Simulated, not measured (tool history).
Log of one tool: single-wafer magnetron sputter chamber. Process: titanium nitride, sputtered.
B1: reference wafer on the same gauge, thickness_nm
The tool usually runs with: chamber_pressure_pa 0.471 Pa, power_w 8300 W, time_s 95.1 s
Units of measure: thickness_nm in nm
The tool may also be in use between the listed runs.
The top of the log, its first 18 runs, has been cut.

{"run": 19, "hour": 442.2, "chamber_pressure_pa": 0.471, "power_w": 8300, "time_s": 102.0, "B1": 146.962, "thickness_nm": 142.074}
{"run": 20, "hour": 475.2, "chamber_pressure_pa": 0.471, "power_w": 8300, "time_s": 84.4, "B1": 146.801, "thickness_nm": 117.491}
{"run": 21, "hour": 492.5, "chamber_pressure_pa": 0.289, "power_w": 7700, "time_s": 106.8, "B1": 147.125, "thickness_nm": 148.879}
{"run": 22, "hour": 505.2, "chamber_pressure_pa": 0.305, "power_w": 7650, "time_s": 95.1, "B1": 147.025, "thickness_nm": 130.103}
{"run": 23, "hour": 518.3, "chamber_pressure_pa": 0.555, "power_w": 7250, "time_s": 101.7, "B1": 147.049, "thickness_nm": 124.378}
{"hour": 547.4, "done": "sputter target and shields replaced"}
{"run": 24, "hour": 547.9, "chamber_pressure_pa": 0.471, "power_w": 8300, "time_s": 95.1, "B1": 146.719, "thickness_nm": 128.779}
{"run": 25, "hour": 575.3, "chamber_pressure_pa": 0.3, "power_w": 8300, "time_s": 100.0, "B1": 146.807, "thickness_nm": 141.943}
{"run": 26, "hour": 601.8, "chamber_pressure_pa": 0.539, "power_w": 7700, "time_s": 95.1, "B1": 147.004, "thickness_nm": 119.006}
{"run": 27, "hour": 634.5, "chamber_pressure_pa": 0.471, "power_w": 8300, "time_s": 95.1, "B1": 146.935, "thickness_nm": 129.084}
{"run": 28, "hour": 657.1, "chamber_pressure_pa": 0.471, "power_w": 8300, "time_s": 95.1, "B1": 146.942, "thickness_nm": 128.128}
{"run": 29, "hour": 692.9, "chamber_pressure_pa": 0.299, "power_w": 6600, "time_s": 109.8, "B1": 146.957, "thickness_nm": 131.408}

Run 30 has not been measured yet. What should we expect?
{"run": 30, "hour": 710.5, "chamber_pressure_pa": 0.471, "power_w": 8300, "time_s": 95.1, "B1": "?", "thickness_nm": "?"}

B1: 147.139
thickness_nm: 127.811 nm
Were there no unlogged condition in the tool, this run, its random variation unchanged, would have produced thickness_nm 135.942 nm.

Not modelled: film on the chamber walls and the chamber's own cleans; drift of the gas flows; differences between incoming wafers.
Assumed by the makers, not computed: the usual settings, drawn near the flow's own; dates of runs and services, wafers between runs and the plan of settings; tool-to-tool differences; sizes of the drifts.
